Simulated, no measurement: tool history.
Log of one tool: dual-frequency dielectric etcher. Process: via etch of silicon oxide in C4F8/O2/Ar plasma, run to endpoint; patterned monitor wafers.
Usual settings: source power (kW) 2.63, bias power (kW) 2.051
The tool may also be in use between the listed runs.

| run | hour | source power (kW) | bias power (kW) | incoming incoming film thickness, nm | endpoint time (s) |
|---|---|---|---|---|---|
| 1 | 0 | 2.63 | 2.432 | 1103.1 | 171.5 |
| 2 | 49.1 | 2.86 | 2.284 | 1097.3 | 171.4 |
|  | 113.5 | wet clean of the chamber |
| 3 | 237.2 | 2.63 | 2.051 | 1100.2 | 188.4 |
| 4 | 262.2 | 2.63 | 2.051 | 1099.9 | 189.1 |
|  | 272.5 | bias power generator calibrated |
|  | 288.4 | source power generator calibrated |
| 5 | 289.8 | 2.63 | 2.051 | 1102.4 | 189.6 |
| 6 | 326.2 | 2.94 | 1.722 | 1096.3 | 193.2 |
| 7 | 380.4 | 2.63 | 2.051 | 1093.6 | 184.5 |
| 8 | 439.6 | 2.63 | 2.051 | 1101.6 | 184.8 |
| 9 | 488.5 | 2.63 | 2.051 | 1091.2 | 182.9 |
| 10 | 534.3 | 2.63 | 2.051 | 1095.8 | 182.9 |
|  | 567.8 | wet clean of the chamber |
| 11 | 597.4 | 2.63 | 2.051 | 1101.7 | 187.9 |
| 12 | 663.9 | 3.12 | 2.051 | 1099.3 | 178.6 |
| 13 | 731 | 3.12 | 2.051 | 1092.9 | 177.3 |
| 14 | 763.6 | 3.12 | 2.051 | 1096 | 177.3 |
| 15 | 830.8 | 2.63 | 2.051 | 1092.3 | 183.3 |
| 16 | 856.4 | 2.63 | 1.846 | 1094.4 | 190.3 |
| 17 | 897.9 | 2.63 | 2.051 | 1092.2 | 182.4 |
| 18 | 937.2 | 2.1 | 1.87 | 1096.8 | 199.1 |
| 19 | 1005.7 | 2.63 | 2.051 | 1095.3 | 180.9 |
|  | 1097.6 | wet clean of the chamber |
| 20 | 1098.1 | 2.63 | 2.051 | 1106.8 | 191.8 |
| 21 | 1118.9 | 2.37 | 2.185 | 1089.5 | 189.2 |
|  | 1178.2 | upper electrode replaced |
| 22 | 1178.7 | 2.63 | 2.526 | 1103 | 175.6 |
| 23 | 1205.6 | 2.07 | 1.627 | 1086.5 | 216.2 |
| 24 | 1262.9 | 2.44 | 1.738 | 1088.6 | 201 |
| 25 | 1312.7 | 2.94 | 2.512 | 1085.2 | 165.7 |
| 26 | 1342.1 | 3.12 | 2.051 | 1082.6 | 174.7 |
| 27 | 1401.9 | 2.16 | 1.652 | 1090.3 | 209.9 |
| 28 | 1446.9 | 2.11 | 2.343 | 1091.1 | 183.7 |
| 29 | 1482.3 | 2.35 | 1.694 | 1098.1 | 201.3 |
| 30 | 1532.4 | 3.07 | 1.769 | 1100.3 | 183.5 |
| 31 | 1557.2 | 2.24 | 2.222 | 1092.4 | 182.4 |
|  | 1630.3 | wet clean of the chamber |
| 32 | 1630.8 | 3.16 | 2.051 | 1091.8 | 179.4 |
| 33 | 1647.3 | 3.06 | 1.597 | 1100.6 | 199.9 |
| 34 | 1686.6 | 2.93 | 2.051 | 1094.7 | 183.5 |
| 35 | 1716.1 | 3.07 | 2.235 | 1101.9 | 175.5 |

The tool's hidden state at each run:
source power that arrives over what is set, %: 0 in every run
bias power that arrives over what is set, %: 0 in every run
H1: etch rate over this chamber's usual, %
| run | H1 |
|---|---|
| 1 | 4.08 |
| 2 | 4.52 |
| 3 | 0.379 |
| 4 | 0.602 |
| 5 | 0.849 |
| 6 | 1.17 |
| 7 | 1.66 |
| 8 | 2.19 |
| 9 | 2.62 |
| 10 | 3.03 |
| 11 | 0.588 |
| 12 | 1.18 |
| 13 | 1.78 |
| 14 | 2.07 |
| 15 | 2.67 |
| 16 | 2.9 |
| 17 | 3.27 |
| 18 | 3.62 |
| 19 | 4.23 |
| 20 | -0.0311 |
| 21 | 0.155 |
| 22 | 0.688 |
| 23 | 0.928 |
| 24 | 1.44 |
| 25 | 1.88 |
| 26 | 2.15 |
| 27 | 2.68 |
| 28 | 3.08 |
| 29 | 3.4 |
| 30 | 3.85 |
| 31 | 4.07 |
| 32 | -0.365 |
| 33 | -0.217 |
| 34 | 0.133 |
| 35 | 0.397 |

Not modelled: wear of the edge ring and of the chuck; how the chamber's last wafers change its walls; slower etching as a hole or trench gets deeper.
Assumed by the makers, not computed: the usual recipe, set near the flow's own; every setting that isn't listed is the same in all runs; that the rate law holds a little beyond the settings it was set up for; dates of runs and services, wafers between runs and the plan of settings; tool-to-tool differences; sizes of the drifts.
